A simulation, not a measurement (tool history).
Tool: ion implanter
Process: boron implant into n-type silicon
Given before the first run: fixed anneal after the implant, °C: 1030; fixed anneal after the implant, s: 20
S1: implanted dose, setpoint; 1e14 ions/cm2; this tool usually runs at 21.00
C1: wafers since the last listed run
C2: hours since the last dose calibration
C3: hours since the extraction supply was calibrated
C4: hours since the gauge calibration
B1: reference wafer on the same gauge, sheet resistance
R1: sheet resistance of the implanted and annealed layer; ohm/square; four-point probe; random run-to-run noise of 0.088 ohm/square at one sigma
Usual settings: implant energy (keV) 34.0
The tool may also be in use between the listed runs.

{"run": 1, "hour": 0.0, "S1": 18.24, "implant energy (keV)": 28.5, "C1": 0, "C2": 253.7, "C3": 5024.4, "C4": 1602.1, "B1": 56.09, "R1": 66.74}
{"run": 2, "hour": 45.6, "S1": 18.24, "implant energy (keV)": 28.5, "C1": 714, "C2": 299.3, "C3": 5070.0, "C4": 1647.7, "B1": 56.13, "R1": 66.94}
{"run": 3, "hour": 86.8, "S1": 21.0, "implant energy (keV)": 34.0, "C1": 645, "C2": 340.5, "C3": 5111.2, "C4": 1688.9, "B1": 56.09, "R1": 58.6}
{"run": 4, "hour": 169.7, "S1": 21.0, "implant energy (keV)": 34.0, "C1": 1299, "C2": 423.4, "C3": 5194.1, "C4": 1771.8, "B1": 56.1, "R1": 58.71}
{"run": 5, "hour": 263.9, "S1": 21.0, "implant energy (keV)": 26.5, "C1": 1476, "C2": 517.6, "C3": 5288.3, "C4": 1866.0, "B1": 56.11, "R1": 61.2}
{"run": 6, "hour": 363.7, "S1": 21.0, "implant energy (keV)": 26.5, "C1": 1564, "C2": 617.4, "C3": 5388.1, "C4": 1965.8, "B1": 56.1, "R1": 61.3}
{"run": 7, "hour": 433.9, "S1": 21.0, "implant energy (keV)": 26.5, "C1": 1100, "C2": 687.6, "C3": 5458.3, "C4": 2036.0, "B1": 56.08, "R1": 61.46}
{"run": 8, "hour": 509.3, "S1": 24.1, "implant energy (keV)": 34.0, "C1": 1182, "C2": 763.0, "C3": 5533.7, "C4": 2111.4, "B1": 56.11, "R1": 53.43}
{"hour": 579.0, "done": "Faraday cup replaced and dose calibrated"}
{"run": 9, "hour": 600.5, "S1": 24.1, "implant energy (keV)": 34.0, "C1": 1304, "C2": 21.5, "C3": 5624.9, "C4": 2202.6, "B1": 56.1, "R1": 53.16}
{"run": 10, "hour": 677.5, "S1": 24.24, "implant energy (keV)": 34.0, "C1": 1207, "C2": 98.5, "C3": 5701.9, "C4": 2279.6, "B1": 56.11, "R1": 52.94}
{"run": 11, "hour": 719.4, "S1": 21.0, "implant energy (keV)": 34.0, "C1": 656, "C2": 140.4, "C3": 5743.8, "C4": 2321.5, "B1": 56.07, "R1": 58.73}
{"hour": 755.9, "done": "extraction supply calibrated"}
{"run": 12, "hour": 792.1, "S1": 21.0, "implant energy (keV)": 34.0, "C1": 1014, "C2": 213.1, "C3": 36.2, "C4": 2394.2, "B1": 56.08, "R1": 58.64}
{"run": 13, "hour": 835.0, "S1": 21.0, "implant energy (keV)": 34.0, "C1": 672, "C2": 256.0, "C3": 79.1, "C4": 2437.1, "B1": 56.12, "R1": 58.84}
{"run": 14, "hour": 934.3, "S1": 21.0, "implant energy (keV)": 34.0, "C1": 1556, "C2": 355.3, "C3": 178.4, "C4": 2536.4, "B1": 56.13, "R1": 58.76}
{"run": 15, "hour": 1033.0, "S1": 21.0, "implant energy (keV)": 34.0, "C1": 1547, "C2": 454.0, "C3": 277.1, "C4": 2635.1, "B1": 56.08, "R1": 58.92}
{"run": 16, "hour": 1125.3, "S1": 21.0, "implant energy (keV)": 28.5, "C1": 1447, "C2": 546.3, "C3": 369.4, "C4": 2727.4, "B1": 56.11, "R1": 60.64}
{"run": 17, "hour": 1186.7, "S1": 21.0, "implant energy (keV)": 27.0, "C1": 962, "C2": 607.7, "C3": 430.8, "C4": 2788.8, "B1": 56.11, "R1": 61.44}
{"run": 18, "hour": 1246.6, "S1": 21.0, "implant energy (keV)": 30.5, "C1": 939, "C2": 667.6, "C3": 490.7, "C4": 2848.7, "B1": 56.09, "R1": 60.01}
{"run": 19, "hour": 1297.8, "S1": 25.5, "implant energy (keV)": 34.0, "C1": 802, "C2": 718.8, "C3": 541.9, "C4": 2899.9, "B1": 56.07, "R1": 51.51}
{"hour": 1336.5, "done": "Faraday cup replaced and dose calibrated"}
{"run": 20, "hour": 1376.8, "S1": 21.0, "implant energy (keV)": 34.0, "C1": 1113, "C2": 40.3, "C3": 620.9, "C4": 2978.9, "B1": 56.11, "R1": 58.28}
{"run": 21, "hour": 1423.1, "S1": 22.76, "implant energy (keV)": 39.5, "C1": 725, "C2": 86.6, "C3": 667.2, "C4": 3025.2, "B1": 56.13, "R1": 53.83}
{"hour": 1455.2, "done": "gauge calibrated"}
{"run": 22, "hour": 1514.1, "S1": 17.32, "implant energy (keV)": 29.0, "C1": 1426, "C2": 177.6, "C3": 758.2, "C4": 58.9, "B1": 56.13, "R1": 69.32}
{"run": 23, "hour": 1551.5, "S1": 21.0, "implant energy (keV)": 43.5, "C1": 586, "C2": 215.0, "C3": 795.6, "C4": 96.3, "B1": 56.06, "R1": 56.59}
{"run": 24, "hour": 1644.5, "S1": 22.61, "implant energy (keV)": 34.0, "C1": 1458, "C2": 308.0, "C3": 888.6, "C4": 189.3, "B1": 56.1, "R1": 55.36}

Estimate the outcome of run 25 from the log above:
{"run": 25, "hour": 1696.6, "S1": 15.52, "implant energy (keV)": 28.0, "C1": 816, "C2": 360.1, "C3": 940.7, "C4": 241.4, "B1": "?", "R1": "?"}

B1: 56.10
R1: 76.13 ohm/square
Without the tool's hidden state the same run would have given R1 76.20 ohm/square.

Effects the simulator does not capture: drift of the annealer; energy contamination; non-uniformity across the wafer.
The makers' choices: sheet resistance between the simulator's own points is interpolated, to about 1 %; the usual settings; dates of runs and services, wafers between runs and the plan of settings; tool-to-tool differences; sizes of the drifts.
